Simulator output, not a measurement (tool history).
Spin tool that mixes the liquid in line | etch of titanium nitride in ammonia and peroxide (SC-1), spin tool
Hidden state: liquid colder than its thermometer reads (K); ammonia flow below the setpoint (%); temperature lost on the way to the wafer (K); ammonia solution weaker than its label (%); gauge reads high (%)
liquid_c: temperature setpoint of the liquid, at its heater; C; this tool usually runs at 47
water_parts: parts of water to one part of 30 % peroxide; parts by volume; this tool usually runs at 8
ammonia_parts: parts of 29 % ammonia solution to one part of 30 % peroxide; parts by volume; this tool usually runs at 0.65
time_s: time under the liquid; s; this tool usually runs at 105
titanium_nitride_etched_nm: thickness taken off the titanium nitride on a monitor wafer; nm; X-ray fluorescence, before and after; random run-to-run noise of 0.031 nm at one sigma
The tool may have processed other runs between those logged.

| run | hour | liquid_c | water_parts | ammonia_parts | time_s | wafers since the last listed run | hours since the thermometer was replaced | hours since the ammonia flow meter was replaced | hours since the heated supply line was repaired | hours since the drum of ammonia solution was connected | hours since the gauge calibration | read-back film thickness of the titanium nitride reference wafer, read on the same gauge (nm) | titanium_nitride_etched_nm |
|---|---|---|---|---|---|---|---|---|---|---|---|---|---|
| 1 | 0 | 47 | 8 | 0.65 | 105 | 0 | 2417.8 | 55.8 | 115 | 788.9 | 234.8 | 40.029 | 4.181 |
| 2 | 6.5 | 47 | 8 | 0.65 | 105 | 57 | 2424.3 | 62.3 | 121.5 | 795.4 | 241.3 | 40.007 | 4.184 |
| 3 | 16 | 55.5 | 8 | 0.8 | 80 | 84 | 2433.8 | 71.8 | 131 | 804.9 | 250.8 | 39.986 | 5.858 |
| 4 | 27.9 | 47 | 8 | 0.35 | 105 | 105 | 2445.7 | 83.7 | 142.9 | 816.8 | 262.7 | 40.018 | 3.721 |
|  | 30.7 | new drum of ammonia solution connected |
|  | 40.2 | gauge calibrated |
| 5 | 40.4 | 47 | 6.5 | 0.65 | 105 | 102 | 2458.2 | 96.2 | 155.4 | 9.7 | 0.2 | 40.022 | 4.588 |
| 6 | 52.3 | 47 | 8 | 0.65 | 105 | 105 | 2470.1 | 108.1 | 167.3 | 21.6 | 12.1 | 39.979 | 4.091 |
| 7 | 60.1 | 53 | 8 | 0.65 | 75 | 69 | 2477.9 | 115.9 | 175.1 | 29.4 | 19.9 | 40.007 | 4.505 |
| 8 | 75 | 47 | 8 | 0.85 | 65 | 132 | 2492.8 | 130.8 | 190 | 44.3 | 34.8 | 40.006 | 2.695 |
| 9 | 89.3 | 53 | 8 | 0.65 | 75 | 126 | 2507.1 | 145.1 | 204.3 | 58.6 | 49.1 | 39.946 | 4.524 |
| 10 | 99.6 | 42 | 8 | 0.4 | 165 | 91 | 2517.4 | 155.4 | 214.6 | 68.9 | 59.4 | 39.998 | 4.163 |
| 11 | 107.6 | 40 | 6.5 | 0.8 | 145 | 70 | 2525.4 | 163.4 | 222.6 | 76.9 | 67.4 | 40.006 | 3.945 |
| 12 | 114.7 | 47 | 6.5 | 0.5 | 60 | 62 | 2532.5 | 170.5 | 229.7 | 84 | 74.5 | 39.998 | 2.497 |
| 13 | 128.1 | 47 | 8 | 0.65 | 140 | 118 | 2545.9 | 183.9 | 243.1 | 97.4 | 87.9 | 39.971 | 5.552 |
|  | 136.5 | thermometer replaced |
| 14 | 138.1 | 44 | 10.5 | 0.75 | 105 | 79 | 1.6 | 193.9 | 253.1 | 107.4 | 97.9 | 40 | 2.984 |
| 15 | 145.8 | 41 | 11 | 0.65 | 105 | 68 | 9.3 | 201.6 | 260.8 | 115.1 | 105.6 | 40.019 | 2.273 |
| 16 | 156.6 | 47 | 6.5 | 0.65 | 105 | 95 | 20.1 | 212.4 | 271.6 | 125.9 | 116.4 | 40.012 | 4.553 |
| 17 | 166.1 | 47 | 8 | 0.65 | 105 | 84 | 29.6 | 221.9 | 281.1 | 135.4 | 125.9 | 40.01 | 4.123 |
| 18 | 184 | 51.5 | 8 | 0.65 | 165 | 158 | 47.5 | 239.8 | 299 | 153.3 | 143.8 | 39.962 | 8.889 |
| 19 | 201.6 | 47 | 8 | 0.65 | 105 | 156 | 65.1 | 257.4 | 316.6 | 170.9 | 161.4 | 39.978 | 4.138 |
| 20 | 213.9 | 47 | 5 | 0.65 | 75 | 109 | 77.4 | 269.7 | 328.9 | 183.2 | 173.7 | 40 | 3.66 |
| 21 | 226.5 | 38 | 5 | 0.45 | 80 | 111 | 90 | 282.3 | 341.5 | 195.8 | 186.3 | 39.971 | 1.928 |
| 22 | 239.4 | 39 | 12 | 0.55 | 130 | 114 | 102.9 | 295.2 | 354.4 | 208.7 | 199.2 | 40.007 | 2.231 |
| 23 | 246.1 | 47 | 8 | 0.35 | 165 | 59 | 109.6 | 301.9 | 361.1 | 215.4 | 205.9 | 39.994 | 5.778 |

5 ways to go on from here, each from the tool as it stands after run 23. What would each give?
| A | 246.5 | 47 | 5 | 0.65 | 105 | 3 | 110 | 302.3 | 361.5 | 215.8 | 206.3 | ? | ? |
| B | 246.5 | 47 | 5 | 0.5 | 120 | 3 | 110 | 302.3 | 361.5 | 215.8 | 206.3 | ? | ? |
| C | 246.5 | 47 | 8 | 0.75 | 105 | 3 | 110 | 302.3 | 361.5 | 215.8 | 206.3 | ? | ? |
| D | 246.5 | 47 | 8 | 0.65 | 160 | 3 | 110 | 302.3 | 361.5 | 215.8 | 206.3 | ? | ? |
| E | 246.5 | 43 | 8 | 0.35 | 60 | 3 | 110 | 302.3 | 361.5 | 215.8 | 206.3 | ? | ? |

| run | read-back film thickness of the titanium nitride reference wafer, read on the same gauge (nm) | titanium_nitride_etched_nm |
|---|---|---|
| A | 39.992 | 5.103 |
| B | 39.992 | 5.61 |
| C | 39.992 | 4.174 |
| D | 39.992 | 6.22 |
| E | 39.992 | 1.572 |
The same runs, with their run-to-run variation unchanged, on a tool lacking any hidden condition would have given:
| run | titanium_nitride_etched_nm |
|---|---|
| A | 5.527 |
| B | 6.076 |
| C | 4.521 |
| D | 6.736 |
| E | 1.706 |
